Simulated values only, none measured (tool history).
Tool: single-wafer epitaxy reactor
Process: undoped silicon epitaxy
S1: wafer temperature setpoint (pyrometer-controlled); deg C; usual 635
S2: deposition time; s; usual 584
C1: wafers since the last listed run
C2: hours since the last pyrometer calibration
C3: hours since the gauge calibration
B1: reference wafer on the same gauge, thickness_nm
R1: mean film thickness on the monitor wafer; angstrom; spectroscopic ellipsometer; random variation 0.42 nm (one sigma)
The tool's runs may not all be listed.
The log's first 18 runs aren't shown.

run	hour	S1	S2	C1	C2	C3	B1	R1
19	305.7	626	584	42	77.2	284.3	84.118	640.85
20	315.3	635	584	35	86.8	293.9	83.84	760.61
21	322.5	635	584	26	94	301.1	83.916	760.86
22	329.6	635	622	26	101.1	308.2	84.196	823.49
23	345.4	635	584	59	116.9	324	84.208	764.3
# hour 354.8: gauge calibrated
24	356.8	641	687	42	128.3	2	83.984	1009.27
25	370.9	635	501	52	142.4	16.1	84.073	654.5
26	385.6	622	673	55	157.1	30.8	83.913	685.28
27	403	639	674	65	174.5	48.2	83.931	960.44
28	416.6	649	695	50	188.1	61.8	84.049	1208.65
29	429.7	646	510	49	201.2	74.9	84.027	842.27
30	443.7	635	521	52	215.2	88.9	84.229	689.11
31	461.5	648	502	66	233	106.7	83.855	862.99
32	477.6	635	584	60	249.1	122.8	83.989	782.44
33	488.2	644	584	39	259.7	133.4	83.982	938.34
34	499.4	647	678	41	270.9	144.6	84.288	1147.62
35	514.9	625	503	58	286.4	160.1	84.165	551.41
36	527	625	536	45	298.5	172.2	83.818	592.43
37	543.2	635	584	60	314.7	188.4	83.881	783.51

Run 38 comes next. What will it give?
38	560.5	635	584	64	332	205.7	?	?

{"run 38": {"B1": 84.101, "R1": 786.66}}
Without the tool's hidden state the same run would have given R1 749.18 angstrom.
